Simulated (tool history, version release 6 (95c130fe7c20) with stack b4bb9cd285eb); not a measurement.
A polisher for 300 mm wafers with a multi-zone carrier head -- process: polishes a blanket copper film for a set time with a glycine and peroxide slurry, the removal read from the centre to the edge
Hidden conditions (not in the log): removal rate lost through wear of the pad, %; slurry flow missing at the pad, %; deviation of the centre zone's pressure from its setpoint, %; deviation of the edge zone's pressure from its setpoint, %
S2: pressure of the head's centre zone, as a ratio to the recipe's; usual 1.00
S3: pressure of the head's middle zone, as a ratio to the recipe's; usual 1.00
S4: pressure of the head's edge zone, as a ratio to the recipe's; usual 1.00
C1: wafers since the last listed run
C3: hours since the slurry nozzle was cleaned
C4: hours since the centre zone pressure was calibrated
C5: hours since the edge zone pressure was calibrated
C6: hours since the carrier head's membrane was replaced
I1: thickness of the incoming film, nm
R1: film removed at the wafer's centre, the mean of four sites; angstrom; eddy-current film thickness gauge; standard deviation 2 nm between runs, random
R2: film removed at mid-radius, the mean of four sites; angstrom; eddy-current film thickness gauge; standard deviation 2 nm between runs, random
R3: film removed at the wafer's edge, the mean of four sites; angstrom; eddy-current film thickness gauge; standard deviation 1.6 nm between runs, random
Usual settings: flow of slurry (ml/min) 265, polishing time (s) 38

run 1 hour=0.0 | flow_of_slurry_(ml/min)=290 S2=1.00 S3=1.00 S4=1.00 polishing_time_(s)=38 | C1=0 wafers_polished_on_this_pad=107 C3=492.5 C4=104.8 C5=21.7 C6=491.8 | I1=1705.4 | R1=2160 R2=2178 R3=2065
run 2 hour=96.3 | flow_of_slurry_(ml/min)=290 S2=1.00 S3=1.00 S4=1.00 polishing_time_(s)=38 | C1=1329 wafers_polished_on_this_pad=1437 C3=588.8 C4=201.1 C5=118.0 C6=588.1 | I1=1709.0 | R1=2118 R2=2106 R3=2071
-- hour=140.4 slurry nozzle cleaned
run 3 hour=159.8 | flow_of_slurry_(ml/min)=290 S2=1.00 S3=1.00 S4=1.00 polishing_time_(s)=38 | C1=862 wafers_polished_on_this_pad=2300 C3=19.4 C4=264.6 C5=181.5 C6=651.6 | I1=1713.7 | R1=2208 R2=2213 R3=2155
run 4 hour=224.8 | flow_of_slurry_(ml/min)=265 S2=1.00 S3=1.00 S4=1.00 polishing_time_(s)=38 | C1=897 wafers_polished_on_this_pad=3197 C3=84.4 C4=329.6 C5=246.5 C6=716.6 | I1=1706.8 | R1=2192 R2=2187 R3=2103
run 5 hour=277.6 | flow_of_slurry_(ml/min)=265 S2=1.00 S3=0.95 S4=1.10 polishing_time_(s)=38 | C1=729 wafers_polished_on_this_pad=3926 C3=137.2 C4=382.4 C5=299.3 C6=769.4 | I1=1726.9 | R1=2186 R2=2042 R3=2176
run 6 hour=375.5 | flow_of_slurry_(ml/min)=360 S2=0.96 S3=0.96 S4=1.00 polishing_time_(s)=32 | C1=1351 wafers_polished_on_this_pad=5278 C3=235.1 C4=480.3 C5=397.2 C6=867.3 | I1=1678.2 | R1=1810 R2=1804 R3=1817
run 7 hour=469.2 | flow_of_slurry_(ml/min)=355 S2=1.00 S3=1.05 S4=1.00 polishing_time_(s)=38 | C1=1293 wafers_polished_on_this_pad=6572 C3=328.8 C4=574.0 C5=490.9 C6=961.0 | I1=1723.9 | R1=2233 R2=2322 R3=2126
run 8 hour=525.3 | flow_of_slurry_(ml/min)=265 S2=1.00 S3=1.00 S4=1.11 polishing_time_(s)=38 | C1=774 wafers_polished_on_this_pad=7346 C3=384.9 C4=630.1 C5=547.0 C6=1017.1 | I1=1698.5 | R1=2166 R2=2088 R3=2148
-- hour=572.0 centre zone pressure recalibrated
-- hour=583.2 edge zone pressure recalibrated
run 9 hour=586.1 | flow_of_slurry_(ml/min)=350 S2=0.94 S3=1.00 S4=1.00 polishing_time_(s)=27 | C1=784 wafers_polished_on_this_pad=8131 C3=445.7 C4=14.1 C5=2.9 C6=1077.9 | I1=1722.5 | R1=1467 R2=1543 R3=1504
-- hour=655.7 worn pad replaced by a new one
run 10 hour=680.1 | flow_of_slurry_(ml/min)=300 S2=0.95 S3=1.00 S4=1.00 polishing_time_(s)=43 | C1=1242 wafers_polished_on_this_pad=337 C3=539.7 C4=108.1 C5=96.9 C6=1171.9 | I1=1713.0 | R1=2305 R2=2412 R3=2383
-- hour=739.5 slurry nozzle cleaned
run 11 hour=757.0 | flow_of_slurry_(ml/min)=305 S2=1.00 S3=0.89 S4=0.96 polishing_time_(s)=34 | C1=1047 wafers_polished_on_this_pad=1385 C3=17.5 C4=185.0 C5=173.8 C6=1248.8 | I1=1673.4 | R1=1985 R2=1789 R3=1910
run 12 hour=859.0 | flow_of_slurry_(ml/min)=265 S2=1.00 S3=1.00 S4=1.00 polishing_time_(s)=38 | C1=1408 wafers_polished_on_this_pad=2793 C3=119.5 C4=287.0 C5=275.8 C6=1350.8 | I1=1697.7 | R1=2230 R2=2167 R3=2115
run 13 hour=952.7 | flow_of_slurry_(ml/min)=265 S2=1.00 S3=1.00 S4=1.00 polishing_time_(s)=38 | C1=1293 wafers_polished_on_this_pad=4087 C3=213.2 C4=380.7 C5=369.5 C6=1444.5 | I1=1681.8 | R1=2156 R2=2177 R3=2078
run 14 hour=1028.0 | flow_of_slurry_(ml/min)=350 S2=1.00 S3=0.92 S4=1.00 polishing_time_(s)=38 | C1=1039 wafers_polished_on_this_pad=5127 C3=288.5 C4=456.0 C5=444.8 C6=1519.8 | I1=1707.8 | R1=2250 R2=2031 R3=2132
run 15 hour=1109.7 | flow_of_slurry_(ml/min)=190 S2=1.00 S3=1.00 S4=1.00 polishing_time_(s)=43 | C1=1128 wafers_polished_on_this_pad=6255 C3=370.2 C4=537.7 C5=526.5 C6=1601.5 | I1=1689.3 | R1=2295 R2=2261 R3=2256
-- hour=1155.6 centre zone pressure recalibrated
run 16 hour=1192.4 | flow_of_slurry_(ml/min)=265 S2=1.00 S3=1.00 S4=1.00 polishing_time_(s)=38 | C1=1114 wafers_polished_on_this_pad=7369 C3=452.9 C4=36.8 C5=609.2 C6=1684.2 | I1=1715.6 | R1=2127 R2=2123 R3=2083
-- hour=1237.1 edge zone pressure recalibrated
run 17 hour=1246.0 | flow_of_slurry_(ml/min)=210 S2=0.96 S3=1.00 S4=1.05 polishing_time_(s)=38 | C1=712 wafers_polished_on_this_pad=8081 C3=506.5 C4=90.4 C5=8.9 C6=1737.8 | I1=1697.8 | R1=1928 R2=2028 R3=2029
-- hour=1323.1 carrier head's membrane replaced by a new one
run 18 hour=1353.8 | flow_of_slurry_(ml/min)=200 S2=1.00 S3=1.00 S4=1.00 polishing_time_(s)=38 | C1=1419 wafers_polished_on_this_pad=9501 C3=614.3 C4=198.2 C5=116.7 C6=30.7 | I1=1715.9 | R1=1973 R2=1935 R3=1957
-- hour=1365.9 worn pad replaced by a new one
-- hour=1409.4 slurry nozzle cleaned
run 19 hour=1418.0 | flow_of_slurry_(ml/min)=180 S2=1.00 S3=0.90 S4=1.00 polishing_time_(s)=38 | C1=817 wafers_polished_on_this_pad=705 C3=8.6 C4=262.4 C5=180.9 C6=94.9 | I1=1700.8 | R1=2083 R2=1886 R3=2062
run 20 hour=1471.5 | flow_of_slurry_(ml/min)=265 S2=1.00 S3=1.00 S4=1.00 polishing_time_(s)=38 | C1=738 wafers_polished_on_this_pad=1443 C3=62.1 C4=315.9 C5=234.4 C6=148.4 | I1=1669.7 | R1=2219 R2=2159 R3=2121
run 21 hour=1515.7 | flow_of_slurry_(ml/min)=185 S2=0.93 S3=0.93 S4=1.08 polishing_time_(s)=38 | C1=610 wafers_polished_on_this_pad=2053 C3=106.3 C4=360.1 C5=278.6 C6=192.6 | I1=1708.6 | R1=1929 R2=1965 R3=2109
run 22 hour=1556.6 | flow_of_slurry_(ml/min)=265 S2=1.00 S3=1.00 S4=0.93 polishing_time_(s)=38 | C1=564 wafers_polished_on_this_pad=2618 C3=147.2 C4=401.0 C5=319.5 C6=233.5 | I1=1700.2 | R1=2142 R2=2158 R3=2066

Below, some changes in R1 between adjacent runs. For each, the amount present without the hidden state too (settings, incoming material, random variation) and the amount remaining for the hidden state with gauge scatter not shared by both compared results:
Run 2 -> 3: slurry nozzle cleaned. R1 +90 angstrom: hidden state +106, all else -16.
Run 8 -> 9: flow of slurry (ml/min) 265 -> 350, S2 1.00 -> 0.94, S4 1.11 -> 1.00, polishing time (s) 38 -> 27, centre zone pressure recalibrated, edge zone pressure recalibrated. R1 -699 angstrom: hidden state +28, all else -727.
Run 9 -> 10: flow of slurry (ml/min) 350 -> 300, S2 0.94 -> 0.95, polishing time (s) 27 -> 43, worn pad replaced by a new one. R1 +838 angstrom: hidden state -62, all else +900.
Run 18 -> 19: flow of slurry (ml/min) 200 -> 180, S3 1.00 -> 0.90, worn pad replaced by a new one, slurry nozzle cleaned. R1 +110 angstrom: hidden state +170, all else -60.

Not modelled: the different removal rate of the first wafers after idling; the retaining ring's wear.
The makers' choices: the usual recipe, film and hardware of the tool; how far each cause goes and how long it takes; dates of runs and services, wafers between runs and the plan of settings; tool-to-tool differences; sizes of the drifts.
